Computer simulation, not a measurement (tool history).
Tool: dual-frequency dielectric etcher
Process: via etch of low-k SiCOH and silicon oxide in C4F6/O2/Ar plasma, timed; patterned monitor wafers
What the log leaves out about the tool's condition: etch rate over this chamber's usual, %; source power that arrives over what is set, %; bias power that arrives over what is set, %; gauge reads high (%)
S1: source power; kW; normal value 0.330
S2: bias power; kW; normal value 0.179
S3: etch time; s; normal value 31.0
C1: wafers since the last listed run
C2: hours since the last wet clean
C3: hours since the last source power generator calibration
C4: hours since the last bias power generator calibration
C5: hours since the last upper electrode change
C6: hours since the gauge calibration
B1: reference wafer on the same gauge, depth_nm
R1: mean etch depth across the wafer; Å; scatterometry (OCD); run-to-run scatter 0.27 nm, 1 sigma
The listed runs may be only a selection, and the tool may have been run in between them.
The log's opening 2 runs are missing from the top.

run	hour	S1	S2	S3	C1	C2	C3	C4	C5	C6	B1	R1
# hour 47.6: gauge calibrated
3	48.3	0.330	0.179	31.0	343	327.8	3432.5	2157.9	3999.3	0.7	70.9	729
4	62.0	0.300	0.179	31.0	148	341.5	3446.2	2171.6	4013.0	14.4	70.9	711
5	91.8	0.300	0.179	31.0	322	371.3	3476.0	2201.4	4042.8	44.2	70.8	705
6	112.9	0.330	0.179	31.0	228	392.4	3497.1	2222.5	4063.9	65.3	70.9	726
# hour 160.4: wet clean of the chamber
7	160.9	0.330	0.179	37.5	259	0.5	3545.1	2270.5	4111.9	113.3	70.9	846
8	185.3	0.330	0.179	31.0	264	24.9	3569.5	2294.9	4136.3	137.7	70.9	697
# hour 239.4: upper electrode replaced, of another model than before
9	239.9	0.330	0.179	31.0	331	79.5	3624.1	2349.5	0.5	192.3	70.9	704
10	240.3	0.330	0.179	31.0	4	79.9	3624.5	2349.9	0.9	192.7	70.9	702
11	246.1	0.330	0.179	31.0	62	85.7	3630.3	2355.7	6.7	198.5	70.9	706
12	275.4	0.250	0.179	33.5	317	115.0	3659.6	2385.0	36.0	227.8	70.8	741
13	295.3	0.400	0.138	31.0	215	134.9	3679.5	2404.9	55.9	247.7	70.9	677
14	319.1	0.330	0.192	37.0	257	158.7	3703.3	2428.7	79.7	271.5	71.0	870
15	340.6	0.380	0.204	27.0	232	180.2	3724.8	2450.2	101.2	293.0	71.0	659
16	374.0	0.380	0.179	31.0	361	213.6	3758.2	2483.6	134.6	326.4	70.9	730
# hour 390.8: source power generator calibrated
17	393.2	0.260	0.194	36.0	164	232.8	2.4	2502.8	153.8	345.6	70.7	832
18	411.6	0.300	0.211	40.5	199	251.2	20.8	2521.2	172.2	364.0	70.9	970
19	426.6	0.330	0.199	31.0	162	266.2	35.8	2536.2	187.2	379.0	70.9	750
20	453.2	0.330	0.179	31.0	287	292.8	62.4	2562.8	213.8	405.6	71.0	723

Run 21 is up next; what results do you expect?
21	468.3	0.330	0.179	31.0	163	307.9	77.5	2577.9	228.9	420.7	?	?

Logged for run 21: B1 70.9, R1 724 Å.
Take away the tool's hidden state, keep the run-to-run variation as it was, and the same run would have given R1 697 Å.
